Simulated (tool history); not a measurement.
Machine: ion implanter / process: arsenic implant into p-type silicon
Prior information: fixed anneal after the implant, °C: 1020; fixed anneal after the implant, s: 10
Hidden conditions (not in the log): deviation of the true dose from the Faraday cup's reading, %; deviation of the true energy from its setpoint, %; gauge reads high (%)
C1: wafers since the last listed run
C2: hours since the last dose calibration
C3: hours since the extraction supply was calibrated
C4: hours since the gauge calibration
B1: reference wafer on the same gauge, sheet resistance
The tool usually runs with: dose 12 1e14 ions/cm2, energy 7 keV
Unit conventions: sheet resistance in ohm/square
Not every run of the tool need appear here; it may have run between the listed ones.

run 1 hour=0 | dose=12 energy=7 | C1=0 C2=1635.3 C3=2929.3 C4=319.6 | B1=136.99 | sheet_resistance=156.35
run 2 hour=63.6 | dose=12 energy=7 | C1=893 C2=1698.9 C3=2992.9 C4=383.2 | B1=137.03 | sheet_resistance=156.55
run 3 hour=128 | dose=12 energy=7 | C1=904 C2=1763.3 C3=3057.3 C4=447.6 | B1=136.98 | sheet_resistance=156.36
run 4 hour=152 | dose=12 energy=7 | C1=337 C2=1787.3 C3=3081.3 C4=471.6 | B1=137 | sheet_resistance=156.51
run 5 hour=190.5 | dose=12 energy=7 | C1=540 C2=1825.8 C3=3119.8 C4=510.1 | B1=136.91 | sheet_resistance=156.47
run 6 hour=224.8 | dose=12 energy=7 | C1=481 C2=1860.1 C3=3154.1 C4=544.4 | B1=137 | sheet_resistance=156.16
run 7 hour=281.9 | dose=12 energy=7.5 | C1=802 C2=1917.2 C3=3211.2 C4=601.5 | B1=137.02 | sheet_resistance=154.51
run 8 hour=321.6 | dose=12 energy=7 | C1=557 C2=1956.9 C3=3250.9 C4=641.2 | B1=137.01 | sheet_resistance=156.04
run 9 hour=368.4 | dose=12 energy=7 | C1=657 C2=2003.7 C3=3297.7 C4=688 | B1=137.02 | sheet_resistance=156.45
-- hour=412.3 Faraday cup replaced and dose calibrated
run 10 hour=426 | dose=12 energy=7 | C1=696 C2=13.7 C3=3355.3 C4=745.6 | B1=137.07 | sheet_resistance=159.26
-- hour=463.5 gauge calibrated
run 11 hour=496.1 | dose=12 energy=7.5 | C1=984 C2=83.8 C3=3425.4 C4=32.6 | B1=137.04 | sheet_resistance=156.91
-- hour=513.6 extraction supply calibrated
run 12 hour=566.1 | dose=10.38 energy=6 | C1=870 C2=153.8 C3=52.5 C4=102.6 | B1=136.99 | sheet_resistance=170.48
run 13 hour=625 | dose=15.53 energy=7 | C1=827 C2=212.7 C3=111.4 C4=161.5 | B1=136.99 | sheet_resistance=148.18
run 14 hour=664.9 | dose=10.47 energy=8 | C1=560 C2=252.6 C3=151.3 C4=201.4 | B1=136.97 | sheet_resistance=162.13
run 15 hour=703.5 | dose=12 energy=5.5 | C1=542 C2=291.2 C3=189.9 C4=240 | B1=137.05 | sheet_resistance=164.89
run 16 hour=756.9 | dose=10.47 energy=8 | C1=750 C2=344.6 C3=243.3 C4=293.4 | B1=136.97 | sheet_resistance=162.25
run 17 hour=813.5 | dose=10.2 energy=6 | C1=795 C2=401.2 C3=299.9 C4=350 | B1=137.01 | sheet_resistance=170.49
run 18 hour=871.2 | dose=14.84 energy=8.5 | C1=810 C2=458.9 C3=357.6 C4=407.7 | B1=137.01 | sheet_resistance=144.94

Hidden state, per run?
deviation of the true energy from its setpoint, %: 0, the same for each run
gauge reads high (%): 0, the same for each run
H1: deviation of the true dose from the Faraday cup's reading, %
run=1 H1=4.28
run=2 H1=4.42
run=3 H1=4.56
run=4 H1=4.61
run=5 H1=4.7
run=6 H1=4.77
run=7 H1=4.9
run=8 H1=4.99
run=9 H1=5.09
run=10 H1=-1.49
run=11 H1=-1.34
run=12 H1=-1.19
run=13 H1=-1.06
run=14 H1=-0.969
run=15 H1=-0.884
run=16 H1=-0.767
run=17 H1=-0.643
run=18 H1=-0.516

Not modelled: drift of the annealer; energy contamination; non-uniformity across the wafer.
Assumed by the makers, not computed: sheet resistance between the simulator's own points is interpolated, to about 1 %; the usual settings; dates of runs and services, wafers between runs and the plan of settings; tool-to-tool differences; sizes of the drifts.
